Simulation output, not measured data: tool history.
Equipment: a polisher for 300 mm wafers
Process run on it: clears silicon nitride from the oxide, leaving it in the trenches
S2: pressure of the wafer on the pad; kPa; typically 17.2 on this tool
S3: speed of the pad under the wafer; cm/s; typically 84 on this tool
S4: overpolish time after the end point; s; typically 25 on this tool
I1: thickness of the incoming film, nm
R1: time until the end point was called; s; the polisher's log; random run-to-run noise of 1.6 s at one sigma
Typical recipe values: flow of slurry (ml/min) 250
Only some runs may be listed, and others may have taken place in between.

run 1 hour=0 | flow_of_slurry_(ml/min)=250 S2=17.2 S3=84 S4=25 | I1=81.5 | R1=128.8
run 2 hour=47.8 | flow_of_slurry_(ml/min)=250 S2=17.2 S3=84 S4=29 | I1=79.7 | R1=128.3
run 3 hour=88.8 | flow_of_slurry_(ml/min)=250 S2=17.2 S3=84 S4=25 | I1=79.5 | R1=127.6
-- hour=117 head pressure recalibrated
run 4 hour=149.6 | flow_of_slurry_(ml/min)=250 S2=17.2 S3=84 S4=25 | I1=79.4 | R1=129.7
-- hour=218 slurry nozzle cleaned
run 5 hour=218.7 | flow_of_slurry_(ml/min)=250 S2=17.2 S3=84 S4=25 | I1=80.1 | R1=135.8
run 6 hour=280 | flow_of_slurry_(ml/min)=250 S2=17.2 S3=84 S4=25 | I1=79.7 | R1=140
-- hour=295.1 worn pad replaced by a new one
run 7 hour=316.6 | flow_of_slurry_(ml/min)=250 S2=17.2 S3=84 S4=25 | I1=78.6 | R1=126
run 8 hour=363 | flow_of_slurry_(ml/min)=250 S2=17.2 S3=84 S4=25 | I1=80.6 | R1=127
run 9 hour=424.4 | flow_of_slurry_(ml/min)=250 S2=17.2 S3=84 S4=15 | I1=80.3 | R1=129.7
run 10 hour=463.6 | flow_of_slurry_(ml/min)=250 S2=17.2 S3=84 S4=15 | I1=80.3 | R1=131.9
run 11 hour=531 | flow_of_slurry_(ml/min)=250 S2=17.2 S3=84 S4=15 | I1=81 | R1=134.6
-- hour=580 head pressure recalibrated
run 12 hour=590.6 | flow_of_slurry_(ml/min)=250 S2=17.2 S3=84 S4=18 | I1=78.7 | R1=134.2
run 13 hour=619.2 | flow_of_slurry_(ml/min)=250 S2=17.2 S3=84 S4=18 | I1=79.8 | R1=134.3
run 14 hour=660.6 | flow_of_slurry_(ml/min)=250 S2=17.2 S3=84 S4=32 | I1=80 | R1=142.5
-- hour=690.4 slurry nozzle cleaned
run 15 hour=720.3 | flow_of_slurry_(ml/min)=250 S2=17.2 S3=84 S4=32 | I1=78.7 | R1=141.9
-- hour=762.4 worn pad replaced by a new one
run 16 hour=762.9 | flow_of_slurry_(ml/min)=175 S2=18.6 S3=102 S4=13 | I1=80.5 | R1=104.6
run 17 hour=803.2 | flow_of_slurry_(ml/min)=250 S2=17.2 S3=84 S4=25 | I1=81.1 | R1=127.9
run 18 hour=832.1 | flow_of_slurry_(ml/min)=250 S2=17.2 S3=84 S4=25 | I1=80.4 | R1=127.3
run 19 hour=900.1 | flow_of_slurry_(ml/min)=250 S2=17.2 S3=84 S4=25 | I1=79.8 | R1=126.2
run 20 hour=927.9 | flow_of_slurry_(ml/min)=250 S2=17.2 S3=84 S4=25 | I1=80.8 | R1=129.3
run 21 hour=981.5 | flow_of_slurry_(ml/min)=250 S2=17.2 S3=84 S4=25 | I1=79.1 | R1=129
run 22 hour=1013.3 | flow_of_slurry_(ml/min)=250 S2=11.7 S3=84 S4=25 | I1=78.5 | R1=167.7
-- hour=1039.5 head pressure recalibrated
run 23 hour=1068.3 | flow_of_slurry_(ml/min)=290 S2=13.8 S3=62 S4=20 | I1=79.6 | R1=197
run 24 hour=1101 | flow_of_slurry_(ml/min)=320 S2=15.2 S3=84 S4=25 | I1=80.3 | R1=149.2
run 25 hour=1147.5 | flow_of_slurry_(ml/min)=275 S2=20 S3=84 S4=25 | I1=81.2 | R1=128.7
run 26 hour=1178.9 | flow_of_slurry_(ml/min)=325 S2=20.7 S3=104 S4=25 | I1=79.8 | R1=101.7
-- hour=1183.3 slurry nozzle cleaned
-- hour=1226.1 worn pad replaced by a new one
run 27 hour=1238.4 | flow_of_slurry_(ml/min)=310 S2=20.7 S3=74 S4=18 | I1=78.7 | R1=118.9
run 28 hour=1303.3 | flow_of_slurry_(ml/min)=170 S2=17.2 S3=84 S4=40 | I1=80.2 | R1=131.8
run 29 hour=1345.8 | flow_of_slurry_(ml/min)=250 S2=17.2 S3=84 S4=25 | I1=78.9 | R1=127.2
-- hour=1411 head pressure recalibrated
run 30 hour=1414 | flow_of_slurry_(ml/min)=250 S2=17.2 S3=84 S4=30 | I1=80.8 | R1=130.4
run 31 hour=1481.1 | flow_of_slurry_(ml/min)=250 S2=17.2 S3=84 S4=25 | I1=80.3 | R1=129.5
run 32 hour=1552.3 | flow_of_slurry_(ml/min)=180 S2=17.2 S3=84 S4=25 | I1=79.6 | R1=139.8
-- hour=1620 slurry nozzle cleaned
-- hour=1623.1 worn pad replaced by a new one
run 33 hour=1685.6 | flow_of_slurry_(ml/min)=295 S2=20.7 S3=102 S4=15 | I1=81.2 | R1=95.3
run 34 hour=1747.5 | flow_of_slurry_(ml/min)=250 S2=17.2 S3=84 S4=25 | I1=80 | R1=124.6
run 35 hour=1792.2 | flow_of_slurry_(ml/min)=250 S2=17.2 S3=84 S4=13 | I1=80 | R1=127.9

Consider 5 possible next runs. They are alternatives, not a sequence: every one starts from the tool as it was left by run 35. What does each give?
run A hour=1792.7 | flow_of_slurry_(ml/min)=250 S2=17.2 S3=84 S4=25 | I1=81.4 | R1=?
run B hour=1792.7 | flow_of_slurry_(ml/min)=200 S2=11.7 S3=84 S4=12 | I1=81.4 | R1=?
run C hour=1792.7 | flow_of_slurry_(ml/min)=250 S2=17.2 S3=112 S4=25 | I1=81.4 | R1=?
run D hour=1792.7 | flow_of_slurry_(ml/min)=305 S2=15.9 S3=84 S4=25 | I1=81.4 | R1=?
run E hour=1792.7 | flow_of_slurry_(ml/min)=250 S2=13.1 S3=68 S4=37 | I1=81.4 | R1=?

run=A R1=130
run=B R1=167.3
run=C R1=101.8
run=D R1=135.3
run=E R1=183.2
With the hidden condition removed and each run's random variation left untouched, the same runs would have given:
run=A R1=127.3
run=B R1=163.8
run=C R1=99.7
run=D R1=132.4
run=E R1=179.4
